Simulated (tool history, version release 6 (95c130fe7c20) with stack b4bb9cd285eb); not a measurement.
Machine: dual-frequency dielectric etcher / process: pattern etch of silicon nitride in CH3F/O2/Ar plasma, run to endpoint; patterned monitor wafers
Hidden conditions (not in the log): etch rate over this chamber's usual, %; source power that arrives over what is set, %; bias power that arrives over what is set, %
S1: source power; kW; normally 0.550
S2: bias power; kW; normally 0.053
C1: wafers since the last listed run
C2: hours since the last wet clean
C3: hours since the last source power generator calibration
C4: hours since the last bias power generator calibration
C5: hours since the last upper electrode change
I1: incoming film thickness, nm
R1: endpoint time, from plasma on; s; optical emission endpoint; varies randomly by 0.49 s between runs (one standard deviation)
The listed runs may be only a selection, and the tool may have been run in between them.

run    hour     S1     S2    C1     C2      C3      C4      C5    I1    R1
  1     0.0  0.550  0.053     0  304.3  2191.7  1218.5  2268.0  55.2  75.9
  2    68.7  0.610  0.056   975  373.0  2260.4  1287.2  2336.7  55.8  72.9
  3   135.7  0.610  0.056   950  440.0  2327.4  1354.2  2403.7  55.6  72.7
  4   200.7  0.620  0.053   922  505.0  2392.4  1419.2  2468.7  55.3  74.9
  5   235.7  0.620  0.053   496  540.0  2427.4  1454.2  2503.7  55.4  74.0
  6   294.4  0.620  0.053   833  598.7  2486.1  1512.9  2562.4  55.5  75.0
      321.2  -- wet clean of the chamber
  7   355.9  0.550  0.053   532   34.7  2547.6  1574.4  2623.9  55.2  72.9
  8   383.5  0.500  0.053   391   62.3  2575.2  1602.0  2651.5  55.5  75.3
  9   414.7  0.500  0.053   442   93.5  2606.4  1633.2  2682.7  55.6  75.5
 10   470.3  0.550  0.059   789  149.1  2662.0  1688.8  2738.3  54.7  70.2
 11   538.9  0.660  0.049   973  217.7  2730.6  1757.4  2806.9  55.3  72.4
 12   564.5  0.490  0.053   363  243.3  2756.2  1783.0  2832.5  55.2  76.5
 13   630.0  0.550  0.053   929  308.8  2821.7  1848.5  2898.0  55.1  74.3
 14   698.3  0.640  0.062   969  377.1  2890.0  1916.8  2966.3  55.7  68.7
 15   732.8  0.550  0.045   489  411.6  2924.5  1951.3  3000.8  55.2  78.0
 16   768.1  0.550  0.053   501  446.9  2959.8  1986.6  3036.1  55.2  74.7
 17   820.2  0.440  0.053   739  499.0  3011.9  2038.7  3088.2  55.6  79.3
 18   874.9  0.550  0.053   776  553.7  3066.6  2093.4  3142.9  55.4  76.5
      902.4  -- wet clean of the chamber
 19   969.0  0.420  0.049   994   66.6  3160.7  2187.5  3237.0  55.7  80.6
      975.1  -- bias power generator calibrated
 20   998.5  0.550  0.053   361   96.1  3190.2    23.4  3266.5  55.4  73.7
     1057.1  -- upper electrode replaced, of another model than before
 21  1061.3  0.550  0.053   550  158.9  3253.0    86.2     4.2  55.4  75.5
 22  1111.6  0.450  0.053   713  209.2  3303.3   136.5    54.5  54.9  76.4
 23  1137.7  0.550  0.057   370  235.3  3329.4   162.6    80.6  54.7  72.0
 24  1171.9  0.480  0.047   485  269.5  3363.6   196.8   114.8  54.8  78.4
 25  1233.9  0.590  0.053   879  331.5  3425.6   258.8   176.8  54.8  74.2
 26  1286.5  0.600  0.062   746  384.1  3478.2   311.4   229.4  55.6  72.7
     1307.1  -- source power generator calibrated
 27  1323.1  0.610  0.053   462  420.7    16.0   348.0   266.0  54.8  74.3
 28  1446.6  0.630  0.065  1752  544.2   139.5   471.5   389.5  55.1  71.1
 29  1508.2  0.630  0.058   874  605.8   201.1   533.1   451.1  55.9  75.3
     1543.3  -- wet clean of the chamber
 30  1543.7  0.630  0.041   163    0.4   236.6   568.6   486.6  54.9  76.2
 31  1568.6  0.660  0.047   353   25.3   261.5   593.5   511.5  55.5  74.5
 32  1752.9  0.620  0.053  2615  209.6   445.8   777.8   695.8  55.4  73.0
 33  1800.5  0.550  0.063   675  257.2   493.4   825.4   743.4  55.2  71.9
 34  1862.2  0.680  0.064   875  318.9   555.1   887.1   805.1  54.8  68.5

Consider 5 possible next runs. They are alternatives, not a sequence: every one starts from the tool as it was left by run 34. What does each give?
  A  1862.6  0.510  0.053   5  319.3  555.5  887.5  805.5  55.5   ?
  B  1862.6  0.600  0.046   5  319.3  555.5  887.5  805.5  55.5   ?
  C  1862.6  0.470  0.041   5  319.3  555.5  887.5  805.5  55.5   ?
  D  1862.6  0.650  0.044   5  319.3  555.5  887.5  805.5  55.5   ?
  E  1862.6  0.550  0.040   5  319.3  555.5  887.5  805.5  55.5   ?

run    R1
  A  76.4
  B  77.3
  C  81.9
  D  77.2
  E  80.7
Had the tool no hidden state, the same runs would have come out as:
run    R1
  A  74.4
  B  75.3
  C  79.8
  D  75.2
  E  78.6
